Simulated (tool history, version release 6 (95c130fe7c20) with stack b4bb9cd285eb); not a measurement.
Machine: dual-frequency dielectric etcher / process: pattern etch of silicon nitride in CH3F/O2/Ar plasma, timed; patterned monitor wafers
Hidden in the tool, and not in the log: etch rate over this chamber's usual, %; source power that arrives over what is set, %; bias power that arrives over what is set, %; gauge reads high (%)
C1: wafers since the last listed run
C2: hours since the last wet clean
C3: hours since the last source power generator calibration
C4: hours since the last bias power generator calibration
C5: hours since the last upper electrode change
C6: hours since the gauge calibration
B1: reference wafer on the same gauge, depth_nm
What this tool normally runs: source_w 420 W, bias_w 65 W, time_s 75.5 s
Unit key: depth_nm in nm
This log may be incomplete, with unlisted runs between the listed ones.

{"run": 1, "hour": 0.0, "source_w": 470, "bias_w": 65, "time_s": 85.5, "C1": 0, "C2": 381.7, "C3": 3482.8, "C4": 277.4, "C5": 5587.8, "C6": 1112.6, "B1": 43, "depth_nm": 64.0}
{"run": 2, "hour": 62.5, "source_w": 470, "bias_w": 65, "time_s": 85.5, "C1": 440, "C2": 444.2, "C3": 3545.3, "C4": 339.9, "C5": 5650.3, "C6": 1175.1, "B1": 43, "depth_nm": 64.3}
{"run": 3, "hour": 115.6, "source_w": 420, "bias_w": 65, "time_s": 75.5, "C1": 374, "C2": 497.3, "C3": 3598.4, "C4": 393.0, "C5": 5703.4, "C6": 1228.2, "B1": 43, "depth_nm": 54.3}
{"hour": 172.4, "done": "source power generator calibrated"}
{"run": 4, "hour": 178.6, "source_w": 420, "bias_w": 65, "time_s": 75.5, "C1": 415, "C2": 560.3, "C3": 6.2, "C4": 456.0, "C5": 5766.4, "C6": 1291.2, "B1": 43, "depth_nm": 54.5}
{"run": 5, "hour": 237.1, "source_w": 420, "bias_w": 65, "time_s": 75.5, "C1": 412, "C2": 618.8, "C3": 64.7, "C4": 514.5, "C5": 5824.9, "C6": 1349.7, "B1": 43, "depth_nm": 54.6}
{"hour": 261.3, "done": "wet clean of the chamber"}
{"run": 6, "hour": 279.5, "source_w": 470, "bias_w": 69, "time_s": 75.5, "C1": 129, "C2": 18.2, "C3": 107.1, "C4": 556.9, "C5": 5867.3, "C6": 1392.1, "B1": 43, "depth_nm": 57.0}
{"run": 7, "hour": 332.5, "source_w": 420, "bias_w": 65, "time_s": 75.5, "C1": 373, "C2": 71.2, "C3": 160.1, "C4": 609.9, "C5": 5920.3, "C6": 1445.1, "B1": 43, "depth_nm": 53.4}
{"run": 8, "hour": 372.6, "source_w": 420, "bias_w": 65, "time_s": 75.5, "C1": 282, "C2": 111.3, "C3": 200.2, "C4": 650.0, "C5": 5960.4, "C6": 1485.2, "B1": 43, "depth_nm": 53.4}
{"run": 9, "hour": 408.9, "source_w": 370, "bias_w": 52, "time_s": 64.5, "C1": 255, "C2": 147.6, "C3": 236.5, "C4": 686.3, "C5": 5996.7, "C6": 1521.5, "B1": 43, "depth_nm": 40.6}
{"run": 10, "hour": 458.3, "source_w": 420, "bias_w": 65, "time_s": 75.5, "C1": 347, "C2": 197.0, "C3": 285.9, "C4": 735.7, "C5": 6046.1, "C6": 1570.9, "B1": 43, "depth_nm": 54.1}
{"hour": 541.1, "done": "upper electrode replaced"}
{"run": 11, "hour": 541.6, "source_w": 420, "bias_w": 65, "time_s": 75.5, "C1": 417, "C2": 280.3, "C3": 369.2, "C4": 819.0, "C5": 0.5, "C6": 1654.2, "B1": 43, "depth_nm": 54.4}
{"run": 12, "hour": 566.0, "source_w": 420, "bias_w": 65, "time_s": 75.5, "C1": 171, "C2": 304.7, "C3": 393.6, "C4": 843.4, "C5": 24.9, "C6": 1678.6, "B1": 43, "depth_nm": 54.4}
{"run": 13, "hour": 636.7, "source_w": 420, "bias_w": 65, "time_s": 75.5, "C1": 497, "C2": 375.4, "C3": 464.3, "C4": 914.1, "C5": 95.6, "C6": 1749.3, "B1": 43, "depth_nm": 54.4}
{"run": 14, "hour": 682.3, "source_w": 490, "bias_w": 50, "time_s": 75.5, "C1": 321, "C2": 421.0, "C3": 509.9, "C4": 959.7, "C5": 141.2, "C6": 1794.9, "B1": 43, "depth_nm": 53.8}
{"run": 15, "hour": 721.6, "source_w": 420, "bias_w": 65, "time_s": 75.5, "C1": 276, "C2": 460.3, "C3": 549.2, "C4": 999.0, "C5": 180.5, "C6": 1834.2, "B1": 43, "depth_nm": 54.8}
{"run": 16, "hour": 777.0, "source_w": 320, "bias_w": 79, "time_s": 68.5, "C1": 390, "C2": 515.7, "C3": 604.6, "C4": 1054.4, "C5": 235.9, "C6": 1889.6, "B1": 43, "depth_nm": 47.6}
{"hour": 799.1, "done": "gauge calibrated"}
{"run": 17, "hour": 879.4, "source_w": 330, "bias_w": 74, "time_s": 75.5, "C1": 721, "C2": 618.1, "C3": 707.0, "C4": 1156.8, "C5": 338.3, "C6": 80.3, "B1": 43, "depth_nm": 52.0}
{"hour": 910.1, "done": "wet clean of the chamber"}
{"run": 18, "hour": 967.8, "source_w": 420, "bias_w": 74, "time_s": 89.0, "C1": 453, "C2": 57.7, "C3": 795.4, "C4": 1245.2, "C5": 426.7, "C6": 168.7, "B1": 43, "depth_nm": 65.7}
{"run": 19, "hour": 1035.1, "source_w": 420, "bias_w": 78, "time_s": 75.5, "C1": 474, "C2": 125.0, "C3": 862.7, "C4": 1312.5, "C5": 494.0, "C6": 236.0, "B1": 43, "depth_nm": 56.7}
{"run": 20, "hour": 1083.1, "source_w": 420, "bias_w": 60, "time_s": 75.5, "C1": 338, "C2": 173.0, "C3": 910.7, "C4": 1360.5, "C5": 542.0, "C6": 284.0, "B1": 43, "depth_nm": 52.3}
{"run": 21, "hour": 1121.9, "source_w": 320, "bias_w": 76, "time_s": 75.5, "C1": 273, "C2": 211.8, "C3": 949.5, "C4": 1399.3, "C5": 580.8, "C6": 322.8, "B1": 43, "depth_nm": 50.9}
{"run": 22, "hour": 1164.6, "source_w": 420, "bias_w": 65, "time_s": 66.0, "C1": 300, "C2": 254.5, "C3": 992.2, "C4": 1442.0, "C5": 623.5, "C6": 365.5, "B1": 43, "depth_nm": 47.3}
{"run": 23, "hour": 1194.3, "source_w": 380, "bias_w": 60, "time_s": 96.5, "C1": 209, "C2": 284.2, "C3": 1021.9, "C4": 1471.7, "C5": 653.2, "C6": 395.2, "B1": 43, "depth_nm": 64.4}
{"run": 24, "hour": 1258.1, "source_w": 420, "bias_w": 79, "time_s": 85.5, "C1": 449, "C2": 348.0, "C3": 1085.7, "C4": 1535.5, "C5": 717.0, "C6": 459.0, "B1": 43, "depth_nm": 65.9}
{"run": 25, "hour": 1288.4, "source_w": 420, "bias_w": 53, "time_s": 93.5, "C1": 213, "C2": 378.3, "C3": 1116.0, "C4": 1565.8, "C5": 747.3, "C6": 489.3, "B1": 43, "depth_nm": 63.1}
{"run": 26, "hour": 1318.2, "source_w": 350, "bias_w": 58, "time_s": 89.0, "C1": 209, "C2": 408.1, "C3": 1145.8, "C4": 1595.6, "C5": 777.1, "C6": 519.1, "B1": 43, "depth_nm": 57.1}
{"run": 27, "hour": 1367.4, "source_w": 420, "bias_w": 65, "time_s": 57.0, "C1": 346, "C2": 457.3, "C3": 1195.0, "C4": 1644.8, "C5": 826.3, "C6": 568.3, "B1": 43, "depth_nm": 41.2}
{"run": 28, "hour": 1394.4, "source_w": 360, "bias_w": 69, "time_s": 75.5, "C1": 190, "C2": 484.3, "C3": 1222.0, "C4": 1671.8, "C5": 853.3, "C6": 595.3, "B1": 43, "depth_nm": 52.7}
{"run": 29, "hour": 1443.7, "source_w": 420, "bias_w": 65, "time_s": 96.5, "C1": 347, "C2": 533.6, "C3": 1271.3, "C4": 1721.1, "C5": 902.6, "C6": 644.6, "B1": 43, "depth_nm": 70.0}
{"hour": 1500.4, "done": "wet clean of the chamber"}
{"run": 30, "hour": 1503.8, "source_w": 360, "bias_w": 65, "time_s": 60.5, "C1": 254, "C2": 3.4, "C3": 1331.4, "C4": 1781.2, "C5": 962.7, "C6": 704.7, "B1": 43, "depth_nm": 40.1}
{"run": 31, "hour": 1553.3, "source_w": 510, "bias_w": 79, "time_s": 65.5, "C1": 348, "C2": 52.9, "C3": 1380.9, "C4": 1830.7, "C5": 1012.2, "C6": 754.2, "B1": 43, "depth_nm": 53.3}

Below are 3 alternative next runs, each starting from the tool's condition after run 31. Predict each:
{"run": "A", "hour": 1553.7, "source_w": 420, "bias_w": 65, "time_s": 84.0, "C1": 2, "C2": 53.3, "C3": 1381.3, "C4": 1831.1, "C5": 1012.6, "C6": 754.6, "B1": "?", "depth_nm": "?"}
{"run": "B", "hour": 1553.7, "source_w": 500, "bias_w": 65, "time_s": 91.5, "C1": 2, "C2": 53.3, "C3": 1381.3, "C4": 1831.1, "C5": 1012.6, "C6": 754.6, "B1": "?", "depth_nm": "?"}
{"run": "C", "hour": 1553.7, "source_w": 420, "bias_w": 77, "time_s": 87.0, "C1": 2, "C2": 53.3, "C3": 1381.3, "C4": 1831.1, "C5": 1012.6, "C6": 754.6, "B1": "?", "depth_nm": "?"}

run=A B1=43 depth_nm=59.6
run=B B1=43 depth_nm=69.7
run=C B1=43 depth_nm=65.3
Stripped of hidden state, with their random variation kept, the same runs would have yielded:
run=A depth_nm=59.1
run=B depth_nm=69.2
run=C depth_nm=64.8

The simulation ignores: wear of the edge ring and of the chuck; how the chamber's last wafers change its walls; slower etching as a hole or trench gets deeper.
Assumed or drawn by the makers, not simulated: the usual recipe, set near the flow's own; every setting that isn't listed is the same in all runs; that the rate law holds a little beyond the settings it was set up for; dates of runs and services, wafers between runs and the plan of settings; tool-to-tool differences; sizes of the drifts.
